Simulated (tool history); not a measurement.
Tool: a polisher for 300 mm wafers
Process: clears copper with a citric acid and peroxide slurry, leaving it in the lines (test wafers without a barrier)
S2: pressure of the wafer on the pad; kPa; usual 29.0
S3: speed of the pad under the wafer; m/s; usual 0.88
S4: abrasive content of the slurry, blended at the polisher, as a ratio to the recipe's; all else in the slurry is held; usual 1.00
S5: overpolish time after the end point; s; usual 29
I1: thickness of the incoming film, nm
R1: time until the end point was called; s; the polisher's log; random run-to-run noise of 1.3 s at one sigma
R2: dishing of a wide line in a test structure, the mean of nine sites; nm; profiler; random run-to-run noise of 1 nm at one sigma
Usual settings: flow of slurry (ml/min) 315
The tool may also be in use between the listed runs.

run 1 hour=0.0 | flow_of_slurry_(ml/min)=315 S2=29.0 S3=0.88 S4=1.00 S5=29 | I1=228.5 | R1=95.8 R2=45.4
run 2 hour=8.3 | flow_of_slurry_(ml/min)=315 S2=29.0 S3=0.88 S4=1.00 S5=29 | I1=222.8 | R1=94.8 R2=46.5
run 3 hour=24.1 | flow_of_slurry_(ml/min)=315 S2=29.0 S3=0.88 S4=1.00 S5=29 | I1=225.5 | R1=95.1 R2=45.9
run 4 hour=31.1 | flow_of_slurry_(ml/min)=315 S2=35.9 S3=0.88 S4=1.00 S5=29 | I1=224.7 | R1=80.2 R2=53.0
run 5 hour=39.0 | flow_of_slurry_(ml/min)=315 S2=35.9 S3=0.88 S4=1.00 S5=29 | I1=224.8 | R1=78.0 R2=51.4
run 6 hour=46.4 | flow_of_slurry_(ml/min)=315 S2=37.2 S3=1.08 S4=1.20 S5=29 | I1=225.3 | R1=61.5 R2=63.7
-- hour=57.9 head pressure recalibrated
run 7 hour=60.2 | flow_of_slurry_(ml/min)=315 S2=33.1 S3=0.88 S4=1.00 S5=29 | I1=226.5 | R1=89.0 R2=49.8
run 8 hour=72.4 | flow_of_slurry_(ml/min)=210 S2=19.3 S3=0.88 S4=1.00 S5=29 | I1=223.9 | R1=153.0 R2=30.7
run 9 hour=82.6 | flow_of_slurry_(ml/min)=355 S2=29.0 S3=0.98 S4=0.80 S5=29 | I1=224.8 | R1=94.0 R2=46.1
run 10 hour=89.2 | flow_of_slurry_(ml/min)=385 S2=37.2 S3=0.88 S4=0.75 S5=19 | I1=222.3 | R1=79.6 R2=34.7
-- hour=109.8 slurry nozzle cleaned
run 11 hour=114.9 | flow_of_slurry_(ml/min)=275 S2=29.0 S3=1.14 S4=1.15 S5=29 | I1=227.1 | R1=76.0 R2=54.0
-- hour=119.1 worn pad replaced by a new one
run 12 hour=120.9 | flow_of_slurry_(ml/min)=315 S2=37.9 S3=0.88 S4=1.10 S5=44 | I1=224.3 | R1=68.6 R2=82.3
run 13 hour=138.1 | flow_of_slurry_(ml/min)=315 S2=29.0 S3=0.88 S4=1.00 S5=29 | I1=221.7 | R1=88.1 R2=46.5
run 14 hour=144.8 | flow_of_slurry_(ml/min)=315 S2=25.5 S3=1.16 S4=1.00 S5=29 | I1=224.8 | R1=80.4 R2=51.4
run 15 hour=152.4 | flow_of_slurry_(ml/min)=215 S2=29.0 S3=0.88 S4=1.00 S5=29 | I1=226.3 | R1=93.4 R2=44.6
run 16 hour=169.9 | flow_of_slurry_(ml/min)=315 S2=29.0 S3=0.88 S4=1.00 S5=29 | I1=225.3 | R1=91.4 R2=45.5
run 17 hour=196.3 | flow_of_slurry_(ml/min)=210 S2=19.3 S3=0.88 S4=1.00 S5=29 | I1=223.3 | R1=139.4 R2=30.7
run 18 hour=202.4 | flow_of_slurry_(ml/min)=315 S2=25.5 S3=0.64 S4=0.85 S5=36 | I1=223.5 | R1=137.6 R2=40.4
run 19 hour=219.8 | flow_of_slurry_(ml/min)=315 S2=29.0 S3=0.88 S4=1.00 S5=29 | I1=224.1 | R1=92.4 R2=45.3
run 20 hour=233.9 | flow_of_slurry_(ml/min)=315 S2=29.0 S3=0.76 S4=1.00 S5=29 | I1=225.9 | R1=106.3 R2=40.6
-- hour=244.0 worn pad replaced by a new one
run 21 hour=250.1 | flow_of_slurry_(ml/min)=315 S2=29.0 S3=0.88 S4=1.15 S5=25 | I1=229.6 | R1=87.8 R2=43.3
run 22 hour=264.5 | flow_of_slurry_(ml/min)=315 S2=29.0 S3=0.88 S4=1.00 S5=29 | I1=226.3 | R1=92.3 R2=47.7
run 23 hour=277.0 | flow_of_slurry_(ml/min)=315 S2=29.0 S3=0.80 S4=1.00 S5=29 | I1=226.5 | R1=101.6 R2=42.7
run 24 hour=287.4 | flow_of_slurry_(ml/min)=275 S2=29.0 S3=0.88 S4=1.00 S5=29 | I1=227.9 | R1=95.7 R2=45.8
-- hour=299.9 slurry blender recalibrated
run 25 hour=304.9 | flow_of_slurry_(ml/min)=415 S2=29.0 S3=0.88 S4=1.00 S5=29 | I1=221.3 | R1=89.3 R2=45.4
run 26 hour=320.1 | flow_of_slurry_(ml/min)=205 S2=29.0 S3=0.88 S4=1.00 S5=42 | I1=226.7 | R1=103.5 R2=59.1
run 27 hour=335.9 | flow_of_slurry_(ml/min)=315 S2=29.0 S3=0.88 S4=1.00 S5=29 | I1=221.5 | R1=93.4 R2=44.9
run 28 hour=345.6 | flow_of_slurry_(ml/min)=215 S2=29.0 S3=0.64 S4=1.00 S5=29 | I1=221.3 | R1=126.9 R2=33.7
run 29 hour=359.3 | flow_of_slurry_(ml/min)=315 S2=37.2 S3=1.08 S4=1.20 S5=29 | I1=223.7 | R1=60.3 R2=64.7

Selected run-to-run steps in R1, each split into two signed amounts: the part the tool would show with no hidden state at all (from settings, incoming material and random variation), and the remainder, which goes to the hidden state together with any gauge scatter not common to the measured and the hidden-state-free results:
Hidden conditions of the tool in this case: removal rate lost through wear of the pad, %; slurry flow missing at the pad, %; deviation of the head's pressure from its setpoint, %; abrasive missing from the slurry, %.
Run 7 -> 8: flow of slurry (ml/min) 315 -> 210, S2 33.1 -> 19.3. R1 +64.0 s: hidden state +11.9, all else +52.1.
Run 8 -> 9: flow of slurry (ml/min) 210 -> 355, S2 19.3 -> 29.0, S3 0.88 -> 0.98, S4 1.00 -> 0.80. R1 -59.0 s: hidden state -11.0, all else -48.0.
Run 28 -> 29: flow of slurry (ml/min) 215 -> 315, S2 29.0 -> 37.2, S3 0.64 -> 1.08, S4 1.00 -> 1.20. R1 -66.6 s: hidden state -6.1, all else -60.5.
